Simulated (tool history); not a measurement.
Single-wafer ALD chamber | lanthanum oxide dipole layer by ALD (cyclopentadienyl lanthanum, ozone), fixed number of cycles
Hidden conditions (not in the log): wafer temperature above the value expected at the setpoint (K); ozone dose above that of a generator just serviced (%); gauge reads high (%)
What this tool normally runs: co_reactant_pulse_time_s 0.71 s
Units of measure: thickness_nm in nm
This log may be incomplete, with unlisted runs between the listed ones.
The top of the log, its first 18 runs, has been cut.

run	hour	co_reactant_pulse_time_s	wafers since the last listed run	hours since the last thermocouple change	hours since the last ozone generator service	hours since the showerhead was replaced	hours since the gauge calibration	read-back reference wafer on the same gauge, thickness_nm	thickness_nm
19	2316.4	0.97	2432	826.5	1163.7	4091.8	252.3	0.382	0.468
20	2359.7	0.60	441	869.8	1207.0	4135.1	295.6	0.382	0.407
21	2442.9	0.97	847	953.0	1290.2	4218.3	378.8	0.382	0.467
# hour 2512.8: showerhead replaced
22	2519.1	0.71	694	1029.2	1366.4	6.3	455.0	0.382	0.428
23	2584.1	0.52	662	1094.2	1431.4	71.3	520.0	0.382	0.388
# hour 2691.4: ozone generator serviced
24	2787.4	0.71	1990	1297.5	96.0	274.6	723.3	0.382	0.441
25	2843.1	0.94	567	1353.2	151.7	330.3	779.0	0.382	0.476
26	3110.7	0.46	2726	1620.8	419.3	597.9	1046.6	0.382	0.387
27	3159.0	0.95	492	1669.1	467.6	646.2	1094.9	0.382	0.473
28	3205.1	0.64	469	1715.2	513.7	692.3	1141.0	0.382	0.422
29	3348.9	0.71	1465	1859.0	657.5	836.1	1284.8	0.382	0.435
30	3450.8	0.71	1038	1960.9	759.4	938.0	1386.7	0.382	0.435
31	3558.8	0.85	1100	2068.9	867.4	1046.0	1494.7	0.382	0.453
32	3639.8	0.71	825	2149.9	948.4	1127.0	1575.7	0.382	0.431
33	3709.5	0.58	710	2219.6	1018.1	1196.7	1645.4	0.382	0.406

Alternative continuations, all from the tool just after run 33; predict every row:
A	3709.9	0.71	4	2220.0	1018.5	1197.1	1645.8	?	?
B	3709.9	0.81	4	2220.0	1018.5	1197.1	1645.8	?	?
C	3709.9	0.49	4	2220.0	1018.5	1197.1	1645.8	?	?
D	3709.9	0.57	4	2220.0	1018.5	1197.1	1645.8	?	?

run	read-back reference wafer on the same gauge, thickness_nm	thickness_nm
A	0.382	0.430
B	0.382	0.447
C	0.382	0.386
D	0.382	0.403
Without the tool's hidden state the same runs would have given:
run	thickness_nm
A	0.443
B	0.460
C	0.399
D	0.417
